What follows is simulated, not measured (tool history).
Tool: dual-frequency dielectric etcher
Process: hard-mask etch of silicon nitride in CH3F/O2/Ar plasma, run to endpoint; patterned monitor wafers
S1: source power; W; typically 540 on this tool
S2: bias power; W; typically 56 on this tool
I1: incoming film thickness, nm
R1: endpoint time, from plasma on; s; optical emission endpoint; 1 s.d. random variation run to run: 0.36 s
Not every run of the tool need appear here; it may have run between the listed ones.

run 1 hour=0.0 | S1=540 S2=56 | I1=31.59 | R1=40.6
run 2 hour=70.7 | S1=540 S2=56 | I1=31.51 | R1=41.5
run 3 hour=137.6 | S1=540 S2=56 | I1=31.32 | R1=41.9
run 4 hour=190.8 | S1=540 S2=62 | I1=31.42 | R1=40.0
run 5 hour=228.1 | S1=540 S2=62 | I1=31.41 | R1=40.6
run 6 hour=298.2 | S1=540 S2=56 | I1=31.70 | R1=42.6
-- hour=322.4 bias power generator calibrated
run 7 hour=368.0 | S1=540 S2=56 | I1=31.35 | R1=42.5
-- hour=405.0 wet clean of the chamber
run 8 hour=405.5 | S1=540 S2=56 | I1=31.33 | R1=40.3
run 9 hour=434.7 | S1=630 S2=56 | I1=31.47 | R1=37.8
run 10 hour=492.1 | S1=540 S2=56 | I1=31.50 | R1=41.0
-- hour=501.2 source power generator calibrated
-- hour=551.8 upper electrode replaced
run 11 hour=552.3 | S1=540 S2=56 | I1=31.20 | R1=40.1
run 12 hour=604.3 | S1=540 S2=66 | I1=31.32 | R1=38.9
run 13 hour=668.0 | S1=640 S2=48 | I1=31.29 | R1=39.7
run 14 hour=722.4 | S1=640 S2=69 | I1=31.68 | R1=35.9
run 15 hour=747.9 | S1=600 S2=50 | I1=31.26 | R1=41.6
run 16 hour=797.4 | S1=620 S2=43 | I1=31.46 | R1=42.2
run 17 hour=866.6 | S1=540 S2=44 | I1=31.67 | R1=45.9
run 18 hour=935.7 | S1=600 S2=50 | I1=31.41 | R1=42.7
-- hour=960.6 wet clean of the chamber
run 19 hour=963.3 | S1=600 S2=56 | I1=31.51 | R1=38.6
run 20 hour=987.7 | S1=500 S2=62 | I1=31.60 | R1=40.1
run 21 hour=1029.6 | S1=540 S2=52 | I1=31.45 | R1=41.8

Below are 4 alternative next runs, each starting from the tool's condition after run 21. Predict each:
run A hour=1030.0 | S1=540 S2=56 | I1=31.57 | R1=?
run B hour=1030.0 | S1=660 S2=56 | I1=31.57 | R1=?
run C hour=1030.0 | S1=620 S2=56 | I1=31.57 | R1=?
run D hour=1030.0 | S1=610 S2=66 | I1=31.57 | R1=?

run=A R1=40.6
run=B R1=36.9
run=C R1=38.0
run=D R1=36.1
The same runs, with their run-to-run variation unchanged, on a tool lacking any hidden condition would have given:
run=A R1=40.5
run=B R1=36.8
run=C R1=37.9
run=D R1=36.0
